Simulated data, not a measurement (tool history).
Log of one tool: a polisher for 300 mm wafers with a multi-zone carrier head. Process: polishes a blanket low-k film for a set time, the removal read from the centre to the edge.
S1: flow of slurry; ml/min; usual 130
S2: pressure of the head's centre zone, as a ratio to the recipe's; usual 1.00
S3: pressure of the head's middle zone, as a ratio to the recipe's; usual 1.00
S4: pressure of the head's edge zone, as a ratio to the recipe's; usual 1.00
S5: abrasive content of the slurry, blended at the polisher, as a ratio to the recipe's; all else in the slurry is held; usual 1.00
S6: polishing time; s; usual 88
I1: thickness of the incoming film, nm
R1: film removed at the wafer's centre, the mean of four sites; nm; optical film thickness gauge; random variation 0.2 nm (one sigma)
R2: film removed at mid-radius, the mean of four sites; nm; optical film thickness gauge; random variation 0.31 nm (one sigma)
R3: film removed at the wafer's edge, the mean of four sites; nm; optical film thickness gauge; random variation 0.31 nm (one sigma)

run 1 hour=0.0 | S1=130 S2=0.94 S3=1.00 S4=1.00 S5=1.00 S6=88 | I1=399.3 | R1=19.5 R2=21.2 R3=22.3
run 2 hour=42.8 | S1=130 S2=1.00 S3=1.00 S4=1.00 S5=1.05 S6=88 | I1=403.6 | R1=21.3 R2=21.5 R3=22.5
-- hour=74.6 worn pad replaced by a new one
-- hour=76.1 slurry nozzle cleaned
run 3 hour=95.0 | S1=115 S2=1.00 S3=1.00 S4=1.00 S5=1.15 S6=88 | I1=398.5 | R1=23.0 R2=23.7 R3=23.9
run 4 hour=125.3 | S1=115 S2=1.00 S3=1.00 S4=1.00 S5=1.15 S6=88 | I1=396.3 | R1=22.1 R2=23.0 R3=23.7
run 5 hour=167.6 | S1=120 S2=1.00 S3=1.00 S4=1.00 S5=1.00 S6=88 | I1=402.4 | R1=20.8 R2=21.8 R3=22.2
run 6 hour=235.2 | S1=120 S2=1.00 S3=1.00 S4=1.00 S5=1.00 S6=88 | I1=401.0 | R1=20.1 R2=21.7 R3=21.8
-- hour=335.9 worn pad replaced by a new one
run 7 hour=423.4 | S1=130 S2=1.00 S3=0.91 S4=1.00 S5=1.00 S6=88 | I1=401.5 | R1=20.3 R2=20.4 R3=21.6
run 8 hour=483.3 | S1=130 S2=1.00 S3=0.91 S4=1.00 S5=1.00 S6=88 | I1=404.8 | R1=19.7 R2=19.8 R3=21.7
run 9 hour=514.4 | S1=130 S2=1.00 S3=0.91 S4=1.00 S5=1.00 S6=88 | I1=398.4 | R1=19.1 R2=20.0 R3=21.4
run 10 hour=545.8 | S1=155 S2=0.94 S3=1.00 S4=1.00 S5=1.00 S6=88 | I1=395.5 | R1=18.6 R2=21.7 R3=22.6
-- hour=558.9 slurry nozzle cleaned
-- hour=566.1 carrier head's membrane replaced by a new one
-- hour=578.0 worn pad replaced by a new one
run 11 hour=589.7 | S1=130 S2=1.00 S3=1.00 S4=1.00 S5=1.00 S6=88 | I1=396.1 | R1=20.1 R2=22.1 R3=22.4
run 12 hour=623.2 | S1=130 S2=1.00 S3=0.88 S4=1.00 S5=1.00 S6=88 | I1=401.8 | R1=19.4 R2=19.7 R3=22.4
-- hour=650.7 edge zone pressure recalibrated
run 13 hour=670.7 | S1=130 S2=1.00 S3=1.00 S4=1.00 S5=1.00 S6=67 | I1=398.7 | R1=14.7 R2=16.5 R3=16.6
run 14 hour=701.6 | S1=130 S2=1.00 S3=1.00 S4=1.00 S5=1.00 S6=88 | I1=392.7 | R1=19.1 R2=21.7 R3=22.3
run 15 hour=772.3 | S1=130 S2=1.00 S3=1.00 S4=1.06 S5=1.00 S6=88 | I1=399.9 | R1=18.7 R2=21.7 R3=22.6
-- hour=818.9 centre zone pressure recalibrated
-- hour=824.7 worn pad replaced by a new one
run 16 hour=827.5 | S1=130 S2=1.12 S3=1.00 S4=1.00 S5=1.00 S6=88 | I1=401.3 | R1=24.8 R2=22.2 R3=22.8
run 17 hour=889.7 | S1=130 S2=1.00 S3=1.00 S4=1.00 S5=1.00 S6=88 | I1=397.4 | R1=21.1 R2=22.2 R3=22.6
run 18 hour=947.3 | S1=130 S2=1.00 S3=1.00 S4=1.00 S5=1.00 S6=115 | I1=398.1 | R1=27.6 R2=28.1 R3=29.1
run 19 hour=1012.5 | S1=120 S2=1.00 S3=1.00 S4=1.00 S5=1.00 S6=88 | I1=401.5 | R1=20.2 R2=21.0 R3=21.0
run 20 hour=1062.1 | S1=130 S2=1.05 S3=0.88 S4=0.95 S5=1.00 S6=63 | I1=401.8 | R1=15.3 R2=14.0 R3=15.1
-- hour=1069.2 worn pad replaced by a new one
run 21 hour=1092.4 | S1=130 S2=1.00 S3=1.00 S4=1.00 S5=1.00 S6=88 | I1=393.8 | R1=21.4 R2=22.3 R3=22.3
-- hour=1094.1 slurry nozzle cleaned
run 22 hour=1225.2 | S1=100 S2=1.00 S3=1.00 S4=1.00 S5=1.00 S6=88 | I1=403.3 | R1=19.7 R2=20.8 R3=21.3

3 ways to go on from here, each from the tool as it stands after run 22. What would each give?
run A hour=1225.7 | S1=130 S2=0.90 S3=1.00 S4=1.00 S5=1.00 S6=88 | I1=400.6 | R1=? R2=? R3=?
run B hour=1225.7 | S1=160 S2=0.92 S3=1.00 S4=1.00 S5=1.30 S6=119 | I1=400.6 | R1=? R2=? R3=?
run C hour=1225.7 | S1=130 S2=1.00 S3=1.00 S4=0.94 S5=1.00 S6=88 | I1=400.6 | R1=? R2=? R3=?

run=A R1=18.3 R2=21.3 R3=21.6
run=B R1=29.4 R2=33.4 R3=33.7
run=C R1=20.3 R2=21.3 R3=21.0
Without the tool's hidden state the same runs would have given:
run=A R1=19.9 R2=22.5 R3=22.8
run=B R1=32.0 R2=35.3 R3=35.5
run=C R1=22.1 R2=22.5 R3=22.2
